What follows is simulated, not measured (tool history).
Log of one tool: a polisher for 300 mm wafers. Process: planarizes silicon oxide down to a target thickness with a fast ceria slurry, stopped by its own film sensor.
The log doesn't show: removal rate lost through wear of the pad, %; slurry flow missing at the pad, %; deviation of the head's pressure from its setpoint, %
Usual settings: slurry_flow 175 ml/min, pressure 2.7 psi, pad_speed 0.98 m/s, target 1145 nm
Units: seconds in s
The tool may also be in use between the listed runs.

| run | day | slurry_flow | pressure | pad_speed | target | wafers since the last listed run | wafers polished on this pad | hours since the slurry nozzle was cleaned | hours since the head pressure was calibrated | incoming thickness of the incoming film, nm | seconds |
|---|---|---|---|---|---|---|---|---|---|---|---|
| 1 | 0 | 175 | 2.7 | 0.98 | 1145 | 0 | 2626 | 62.2 | 41.4 | 2597.3 | 94.3 |
| 2 | 4.121 | 175 | 2.7 | 0.98 | 1145 | 1062 | 3689 | 161.1 | 140.3 | 2584.1 | 94.8 |
| 3 | 5.996 | 175 | 3 | 0.98 | 1145 | 483 | 4172 | 206.1 | 185.3 | 2633.2 | 91.9 |
| 4 | 9.846 | 175 | 2.7 | 0.98 | 1274 | 992 | 5164 | 298.5 | 277.7 | 2542 | 90.2 |
|  | 13.433 | worn pad replaced by a new one |
| 5 | 13.929 | 175 | 2.7 | 0.98 | 1274 | 1009 | 127 | 396.5 | 375.7 | 2590.3 | 84.2 |
| 6 | 18.346 | 150 | 2.7 | 0.98 | 828 | 1138 | 1265 | 502.5 | 481.7 | 2604.3 | 122.6 |
| 7 | 20.7 | 175 | 2.7 | 0.98 | 1145 | 606 | 1872 | 559 | 538.2 | 2589.7 | 97.5 |
|  | 22.079 | slurry nozzle cleaned |
| 8 | 22.729 | 175 | 2.7 | 0.98 | 1145 | 512 | 2385 | 15.6 | 586.9 | 2614.2 | 92 |
| 9 | 25.829 | 175 | 2.7 | 0.98 | 1145 | 799 | 3184 | 90 | 661.3 | 2578.8 | 94.2 |
| 10 | 28.179 | 215 | 2.7 | 0.98 | 1145 | 605 | 3789 | 146.4 | 717.7 | 2593.8 | 93.2 |
| 11 | 31.975 | 215 | 2.7 | 0.98 | 1145 | 978 | 4768 | 237.5 | 808.8 | 2566 | 94.5 |
|  | 32.15 | head pressure recalibrated |
| 12 | 35.592 | 160 | 2.7 | 1.1 | 1145 | 910 | 5679 | 324.3 | 82.6 | 2617.3 | 92.4 |
| 13 | 38.188 | 160 | 2.7 | 1.1 | 1145 | 669 | 6348 | 386.6 | 144.9 | 2584.4 | 89.2 |
|  | 39.758 | worn pad replaced by a new one |
| 14 | 42.346 | 160 | 2.7 | 1.1 | 1145 | 1028 | 666 | 486.4 | 244.7 | 2565.2 | 83 |
| 15 | 45.192 | 175 | 2.7 | 0.98 | 1145 | 733 | 1400 | 554.7 | 313 | 2579.6 | 92.4 |
|  | 47.204 | slurry nozzle cleaned |
| 16 | 48.246 | 175 | 2.7 | 0.98 | 1145 | 776 | 2176 | 25 | 386.3 | 2592.3 | 89.4 |
| 17 | 52.162 | 220 | 2.7 | 0.98 | 978 | 1009 | 3186 | 119 | 480.3 | 2561.4 | 98.9 |
| 18 | 54.404 | 150 | 3.2 | 0.88 | 1310 | 577 | 3764 | 172.8 | 534.1 | 2590 | 84.9 |
| 19 | 57.229 | 120 | 2.1 | 0.98 | 1145 | 728 | 4492 | 240.6 | 601.9 | 2586.6 | 122.8 |
|  | 62.871 | worn pad replaced by a new one |
|  | 70.058 | head pressure recalibrated |
| 20 | 70.321 | 175 | 2.7 | 0.98 | 986 | 3310 | 1898 | 554.8 | 6.3 | 2562 | 107.2 |
| 21 | 72.304 | 115 | 2.7 | 0.98 | 1486 | 511 | 2409 | 602.4 | 53.9 | 2615.8 | 81.5 |
|  | 76.346 | slurry nozzle cleaned |
| 22 | 79.975 | 130 | 1.9 | 0.98 | 1145 | 1966 | 4376 | 87.1 | 238 | 2536 | 123.1 |
| 23 | 84.404 | 175 | 2.7 | 0.98 | 1145 | 1141 | 5518 | 193.4 | 344.3 | 2603.6 | 98.4 |
| 24 | 88.079 | 150 | 2.7 | 0.98 | 1145 | 947 | 6465 | 281.6 | 432.5 | 2575.7 | 103.2 |
| 25 | 90.383 | 150 | 2.2 | 0.98 | 1145 | 593 | 7059 | 336.9 | 487.8 | 2569.6 | 119.3 |
| 26 | 93.029 | 175 | 2.7 | 0.98 | 1145 | 682 | 7741 | 400.4 | 551.3 | 2608.3 | 106 |
|  | 93.454 | worn pad replaced by a new one |
| 27 | 97.196 | 145 | 2.7 | 0.98 | 1145 | 1031 | 964 | 500.4 | 651.3 | 2604.2 | 96.7 |
| 28 | 99.171 | 175 | 3.3 | 0.98 | 1145 | 509 | 1473 | 547.8 | 698.7 | 2585.7 | 81 |
| 29 | 101.546 | 205 | 3.5 | 0.66 | 1399 | 612 | 2086 | 604.8 | 755.7 | 2597.2 | 95.1 |
| 30 | 103.904 | 140 | 2.1 | 1.22 | 1630 | 607 | 2694 | 661.4 | 812.3 | 2606.7 | 65.4 |
| 31 | 106.129 | 175 | 2.7 | 1.3 | 1145 | 573 | 3267 | 714.8 | 865.7 | 2620.2 | 74.6 |
|  | 107.025 | slurry nozzle cleaned |
|  | 107.867 | head pressure recalibrated |
| 32 | 110.204 | 175 | 2.7 | 0.98 | 1468 | 1018 | 4285 | 76.3 | 56.1 | 2596.9 | 74.2 |
| 33 | 113.625 | 160 | 2.7 | 1.1 | 1145 | 881 | 5167 | 158.4 | 138.2 | 2596.1 | 85.6 |
| 34 | 116.512 | 175 | 2.7 | 0.98 | 1145 | 744 | 5911 | 227.7 | 207.5 | 2568.5 | 95.3 |
| 35 | 120.738 | 175 | 2.7 | 0.76 | 1145 | 1089 | 7001 | 329.1 | 308.9 | 2607.7 | 130.2 |
|  | 122.208 | worn pad replaced by a new one |
| 36 | 123.1 | 175 | 2.7 | 0.98 | 1145 | 566 | 229 | 385.8 | 365.6 | 2624.8 | 92.9 |

4 ways to go on from here, each from the tool as it stands after run 36. What would each give?
| A | 123.117 | 175 | 2.7 | 1.18 | 1145 | 4 | 233 | 386.2 | 366 | 2585.2 | ? |
| B | 123.117 | 175 | 2.4 | 1.12 | 878 | 4 | 233 | 386.2 | 366 | 2585.2 | ? |
| C | 123.117 | 175 | 3.5 | 0.88 | 960 | 4 | 233 | 386.2 | 366 | 2585.2 | ? |
| D | 123.117 | 215 | 3.1 | 0.98 | 1610 | 4 | 233 | 386.2 | 366 | 2585.2 | ? |

| run | seconds |
|---|---|
| A | 76.9 |
| B | 104.7 |
| C | 95.4 |
| D | 54.9 |
Without the tool's hidden state the same runs would have given:
| run | seconds |
|---|---|
| A | 71.9 |
| B | 97.8 |
| C | 89.2 |
| D | 51.7 |
